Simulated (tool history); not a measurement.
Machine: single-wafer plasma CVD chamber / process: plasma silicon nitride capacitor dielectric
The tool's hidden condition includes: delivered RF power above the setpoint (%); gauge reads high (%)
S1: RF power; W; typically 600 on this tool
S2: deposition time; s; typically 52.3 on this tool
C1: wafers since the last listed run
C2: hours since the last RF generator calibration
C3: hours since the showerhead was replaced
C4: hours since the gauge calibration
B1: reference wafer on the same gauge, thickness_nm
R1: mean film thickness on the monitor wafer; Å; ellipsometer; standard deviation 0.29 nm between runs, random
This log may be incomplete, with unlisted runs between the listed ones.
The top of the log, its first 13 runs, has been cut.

run   hour   S1    S2   C1      C2      C3     C4      B1      R1
 14  274.3  600  52.3  218  1156.4  2761.7  553.8  85.778  825.62
 15  304.3  600  52.3  368  1186.4  2791.7  583.8  85.641  822.29
     334.9  -- RF generator calibrated
 16  335.4  600  52.3  283     0.5  2822.8  614.9  85.542  840.91
 17  351.8  510  56.3  201    16.9  2839.2  631.3  85.698  841.07
 18  384.9  675  48.4  406      50  2872.3  664.4  85.656  823.01
 19  401.9  540  52.3  208      67  2889.3  681.4  85.692  797.96
 20  436.4  520  56.9  423   101.5  2923.8  715.9  85.587  862.62
 21  454.5  485  52.3  222   119.6  2941.9    734  85.778  754.66

What will run 22 give?
     481.1  -- showerhead replaced, of another model than before
 22  482.7  650  44.1  247  147.8  1.6  762.2   ?   ?

B1: 85.684
R1: 746.83 Å
The same run, on a tool lacking any hidden state, would have yielded R1 750.72 Å.

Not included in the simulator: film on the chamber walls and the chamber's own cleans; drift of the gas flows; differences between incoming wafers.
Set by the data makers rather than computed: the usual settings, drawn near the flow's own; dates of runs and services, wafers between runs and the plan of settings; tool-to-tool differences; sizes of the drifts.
